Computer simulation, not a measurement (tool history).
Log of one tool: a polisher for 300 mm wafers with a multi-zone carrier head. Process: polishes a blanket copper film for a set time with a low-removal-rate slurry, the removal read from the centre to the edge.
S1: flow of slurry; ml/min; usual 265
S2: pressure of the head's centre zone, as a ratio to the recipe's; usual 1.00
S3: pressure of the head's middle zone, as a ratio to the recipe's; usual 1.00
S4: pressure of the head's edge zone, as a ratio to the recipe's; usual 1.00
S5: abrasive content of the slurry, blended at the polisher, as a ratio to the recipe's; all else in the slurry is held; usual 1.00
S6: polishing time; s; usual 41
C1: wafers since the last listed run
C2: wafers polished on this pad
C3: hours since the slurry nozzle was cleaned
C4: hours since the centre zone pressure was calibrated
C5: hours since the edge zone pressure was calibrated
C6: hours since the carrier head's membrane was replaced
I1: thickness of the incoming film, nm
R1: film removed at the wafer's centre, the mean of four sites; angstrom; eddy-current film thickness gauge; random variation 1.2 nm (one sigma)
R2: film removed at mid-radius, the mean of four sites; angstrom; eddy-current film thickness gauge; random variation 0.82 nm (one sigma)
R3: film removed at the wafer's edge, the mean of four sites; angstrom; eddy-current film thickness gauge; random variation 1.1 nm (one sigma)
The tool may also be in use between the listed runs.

run    hour   S1    S2    S3    S4    S5  S6    C1    C2     C3      C4     C5     C6      I1    R1    R2    R3
  1     0.0  265  1.00  1.00  1.00  1.00  41     0  7479  124.2  1092.2  184.7  172.1  1482.4  1003  1125  1139
       66.2  -- worn pad replaced by a new one
  2   135.5  265  1.00  1.00  0.96  1.05  41  2124  1119  259.7  1227.7  320.2  307.6  1497.5  1020  1137  1164
      192.6  -- centre zone pressure recalibrated
  3   207.4  185  1.00  1.00  0.96  1.00  41  1129  2248  331.6    14.8  392.1  379.5  1478.5  1067  1074  1103
  4   296.9  190  0.91  1.00  0.95  0.70  41  1445  3694  421.1   104.3  481.6  469.0  1485.5   928  1039  1058
  5   348.9  265  1.00  1.00  0.95  1.00  41   839  4534  473.1   156.3  533.6  521.0  1484.6  1118  1129  1142
      356.6  -- slurry nozzle cleaned
      402.8  -- edge zone pressure recalibrated
  6   406.2  265  1.00  0.92  1.00  1.00  32   877  5411   49.6   213.6    3.4  578.3  1493.7   858   823   915
  7   468.9  265  0.91  0.95  1.00  0.75  41  1012  6423  112.3   276.3   66.1  641.0  1486.4   979  1054  1131
  8   570.8  265  1.00  1.00  1.00  1.00  41  1645  8069  214.2   378.2  168.0  742.9  1483.1  1092  1132  1169
      615.7  -- worn pad replaced by a new one
  9   626.8  265  1.00  1.00  1.00  1.00  41   839   178  270.2   434.2  224.0  798.9  1455.2  1083  1144  1168
 10   698.2  265  1.00  1.00  1.00  0.80  41  1153  1331  341.6   505.6  295.4  870.3  1479.7  1049  1111  1149
 11   766.0  265  1.00  1.00  1.00  1.00  33  1095  2426  409.4   573.4  363.2  938.1  1475.4   853   917   921
      784.8  -- carrier head's membrane replaced by a new one
 12   831.7  265  1.00  0.91  1.00  1.00  29   980  3407  475.1   639.1  428.9   46.9  1509.1   746   741   823
 13   939.1  265  1.00  1.00  0.94  1.00  41  1734  5142  582.5   746.5  536.3  154.3  1487.4  1051  1145  1133
      949.6  -- slurry nozzle cleaned
 14  1036.3  265  1.00  1.00  1.00  1.00  41  1553  6696   86.7   843.7  633.5  251.5  1489.6  1023  1133  1175
     1038.8  -- edge zone pressure recalibrated
 15  1074.0  265  1.00  1.07  1.00  1.00  50   576  7272  124.4   881.4   35.2  289.2  1479.2  1269  1463  1432
 16  1160.4  340  0.96  1.05  1.00  1.20  41  1395  8668  210.8   967.8  121.6  375.6  1487.7  1035  1225  1204
     1214.2  -- worn pad replaced by a new one
     1251.1  -- centre zone pressure recalibrated
 17  1251.8  190  1.00  1.00  0.95  1.00  41  1379   574  302.2     0.7  213.0  467.0  1484.3  1071  1083  1093
 18  1298.7  265  1.00  0.96  1.00  1.20  41   757  1332  349.1    47.6  259.9  513.9  1497.9  1160  1117  1164
 19  1363.0  265  1.00  1.00  1.00  1.10  53  1038  2371  413.4   111.9  324.2  578.2  1466.8  1447  1498  1496
 20  1448.6  265  1.00  1.00  1.00  1.00  41  1382  3753  499.0   197.5  409.8  663.8  1476.3  1117  1120  1151
 21  1501.3  265  0.92  1.00  0.93  1.00  35   851  4604  551.7   250.2  462.5  716.5  1454.5   868   971   980
 22  1541.7  265  1.00  1.00  1.00  1.25  41   652  5257  592.1   290.6  502.9  756.9  1482.2  1138  1176  1191

Forecast each of these 3 alternatives for the next run:
  A  1542.1  265  1.00  1.00  1.00  1.00  41   6  5263  592.5  291.0  503.3  757.3  1482.1   ?   ?   ?
  B  1542.1  265  0.91  1.00  1.09  0.75  29   6  5263  592.5  291.0  503.3  757.3  1482.1   ?   ?   ?
  C  1542.1  265  1.00  0.90  1.00  1.00  41   6  5263  592.5  291.0  503.3  757.3  1482.1   ?   ?   ?

run    R1    R2    R3
  A  1096  1142  1173
  B   685   785   842
  C  1095  1045  1175
Without the tool's hidden state the same runs would have given:
run    R1    R2    R3
  A  1135  1141  1173
  B   709   785   842
  C  1134  1045  1175
